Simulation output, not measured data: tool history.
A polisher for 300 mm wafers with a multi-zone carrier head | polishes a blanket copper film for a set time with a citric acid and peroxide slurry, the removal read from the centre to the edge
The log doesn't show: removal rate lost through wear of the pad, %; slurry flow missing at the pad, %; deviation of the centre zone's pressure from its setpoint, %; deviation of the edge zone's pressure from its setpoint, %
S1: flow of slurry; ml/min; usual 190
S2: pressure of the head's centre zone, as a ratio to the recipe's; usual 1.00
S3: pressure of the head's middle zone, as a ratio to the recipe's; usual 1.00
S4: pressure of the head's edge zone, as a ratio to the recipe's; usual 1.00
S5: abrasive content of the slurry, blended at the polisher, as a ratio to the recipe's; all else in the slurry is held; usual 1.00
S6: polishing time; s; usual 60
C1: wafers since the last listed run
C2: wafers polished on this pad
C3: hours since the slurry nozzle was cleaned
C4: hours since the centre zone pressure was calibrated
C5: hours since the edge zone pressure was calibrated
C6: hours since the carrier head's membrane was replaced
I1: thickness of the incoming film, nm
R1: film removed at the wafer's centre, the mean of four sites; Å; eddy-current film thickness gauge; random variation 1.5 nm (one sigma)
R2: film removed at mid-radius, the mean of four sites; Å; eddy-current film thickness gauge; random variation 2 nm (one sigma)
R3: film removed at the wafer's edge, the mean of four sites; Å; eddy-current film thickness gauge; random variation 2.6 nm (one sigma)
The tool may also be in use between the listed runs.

Run 1, hour 0.0: usual settings but S2 1.04; C1 0; C2 380; C3 384.4; C4 893.0; C5 851.3; C6 1550.7; I1 746.4. Result: R1 1816 Å, R2 1707 Å, R3 1744 Å.
Run 2, hour 25.4: usual settings but S2 1.04; C1 236; C2 616; C3 409.8; C4 918.4; C5 876.7; C6 1576.1; I1 744.2. Result: R1 1800 Å, R2 1713 Å, R3 1767 Å.
Run 3, hour 40.7: usual settings but S3 1.05; C1 142; C2 758; C3 425.1; C4 933.7; C5 892.0; C6 1591.4; I1 743.7. Result: R1 1739 Å, R2 1779 Å, R3 1783 Å.
Run 4, hour 58.1: usual settings but S3 1.05; C1 161; C2 920; C3 442.5; C4 951.1; C5 909.4; C6 1608.8; I1 740.9. Result: R1 1735 Å, R2 1748 Å, R3 1699 Å.
At hour 67.2: worn pad replaced by a new one.
Run 5, hour 80.8: usual settings; C1 173; C2 126; C3 465.2; C4 973.8; C5 932.1; C6 1631.5; I1 748.8. Result: R1 1741 Å, R2 1744 Å, R3 1800 Å.
Run 6, hour 106.0: usual settings but S2 0.96; C1 234; C2 360; C3 490.4; C4 999.0; C5 957.3; C6 1656.7; I1 753.0. Result: R1 1641 Å, R2 1713 Å, R3 1695 Å.
Run 7, hour 126.9: usual settings but S4 0.95; C1 194; C2 555; C3 511.3; C4 1019.9; C5 978.2; C6 1677.6; I1 735.8. Result: R1 1714 Å, R2 1722 Å, R3 1787 Å.
At hour 174.1: worn pad replaced by a new one.
At hour 178.2: carrier head's membrane replaced by a new one.
At hour 216.0: slurry nozzle cleaned.
Run 8, hour 221.6: usual settings but S4 0.95; C1 795; C2 394; C3 5.6; C4 1114.6; C5 1072.9; C6 43.4; I1 740.8. Result: R1 1787 Å, R2 1791 Å, R3 1817 Å.
At hour 255.6: centre zone pressure recalibrated.
Run 9, hour 256.1: usual settings; C1 302; C2 696; C3 40.1; C4 0.5; C5 1107.4; C6 77.9; I1 747.4. Result: R1 1801 Å, R2 1714 Å, R3 1780 Å.
At hour 271.9: edge zone pressure recalibrated.
At hour 291.3: worn pad replaced by a new one.
Run 10, hour 297.3: usual settings but S2 0.93; C1 327; C2 56; C3 81.3; C4 41.7; C5 25.4; C6 119.1; I1 743.0. Result: R1 1657 Å, R2 1783 Å, R3 1802 Å.
Run 11, hour 318.1: usual settings; C1 193; C2 249; C3 102.1; C4 62.5; C5 46.2; C6 139.9; I1 747.4. Result: R1 1780 Å, R2 1751 Å, R3 1848 Å.
Run 12, hour 342.5: usual settings but S2 0.90, S4 1.12; C1 226; C2 476; C3 126.5; C4 86.9; C5 70.6; C6 164.3; I1 757.9. Result: R1 1586 Å, R2 1743 Å, R3 1877 Å.
Run 13, hour 373.6: usual settings but S3 1.07, S4 1.05, S6 47 s; C1 289; C2 765; C3 157.6; C4 118.0; C5 101.7; C6 195.4; I1 764.5. Result: R1 1371 Å, R2 1426 Å, R3 1415 Å.
At hour 397.9: worn pad replaced by a new one.
Run 14, hour 406.4: usual settings but S1 125 ml/min, S3 0.96; C1 267; C2 79; C3 190.4; C4 150.8; C5 134.5; C6 228.2; I1 759.0. Result: R1 1595 Å, R2 1520 Å, R3 1644 Å.
Run 15, hour 421.3: usual settings; C1 138; C2 218; C3 205.3; C4 165.7; C5 149.4; C6 243.1; I1 761.3. Result: R1 1784 Å, R2 1737 Å, R3 1760 Å.
Run 16, hour 433.7: usual settings but S1 210 ml/min, S2 0.94, S4 1.11, S5 0.90; C1 115; C2 333; C3 217.7; C4 178.1; C5 161.8; C6 255.5; I1 747.5. Result: R1 1632 Å, R2 1723 Å, R3 1837 Å.
Run 17, hour 468.0: usual settings; C1 318; C2 652; C3 252.0; C4 212.4; C5 196.1; C6 289.8; I1 754.8. Result: R1 1771 Å, R2 1696 Å, R3 1813 Å.
Run 18, hour 503.6: usual settings but S3 0.91; C1 331; C2 983; C3 287.6; C4 248.0; C5 231.7; C6 325.4; I1 753.5. Result: R1 1778 Å, R2 1640 Å, R3 1782 Å.
At hour 514.9: worn pad replaced by a new one.
Run 19, hour 519.4: usual settings; C1 109; C2 41; C3 303.4; C4 263.8; C5 247.5; C6 341.2; I1 744.5. Result: R1 1731 Å, R2 1716 Å, R3 1715 Å.

Hidden state at the last listed run before each entry between runs and at the first one after, where it differs:
Between runs 4 and 5: worn pad replaced by a new one (hour 67.2)
  slurry flow missing at the pad, %: 17.7 -> 18.6
  measured less the result without the state, R1: -68 -> -73 Å; R2: -61 -> -65 Å; R3: -43 -> -48 Å
Between runs 7 and 8: worn pad replaced by a new one (hour 174.1); carrier head's membrane replaced by a new one (hour 178.2); slurry nozzle cleaned (hour 216.0)
  slurry flow missing at the pad, %: 20.4 -> 0.862
  measured less the result without the state, R1: -80 -> -2 Å; R2: -71 -> -2 Å; R3: -53 -> -1 Å
Between runs 8 and 9: centre zone pressure recalibrated (hour 255.6)
  slurry flow missing at the pad, %: 0.862 -> 2.2
  measured less the result without the state, R1: -2 -> -7 Å; R2: -2 -> -6 Å; R3: -1 -> -4 Å
Between runs 9 and 10: edge zone pressure recalibrated (hour 271.9); worn pad replaced by a new one (hour 291.3)
  slurry flow missing at the pad, %: 2.2 -> 3.79
  measured less the result without the state, R1: -7 -> -11 Å; R2: -6 -> -11 Å; R3: -4 -> -8 Å
Between runs 13 and 14: worn pad replaced by a new one (hour 397.9)
  slurry flow missing at the pad, %: 6.75 -> 8.02
  measured less the result without the state, R1: -18 -> -38 Å; R2: -17 -> -32 Å; R3: -12 -> -25 Å
Between runs 18 and 19: worn pad replaced by a new one (hour 514.9)
  slurry flow missing at the pad, %: 11.8 -> 12.4
  measured less the result without the state, R1: -43 -> -44 Å; R2: -35 -> -39 Å; R3: -28 -> -28 Å
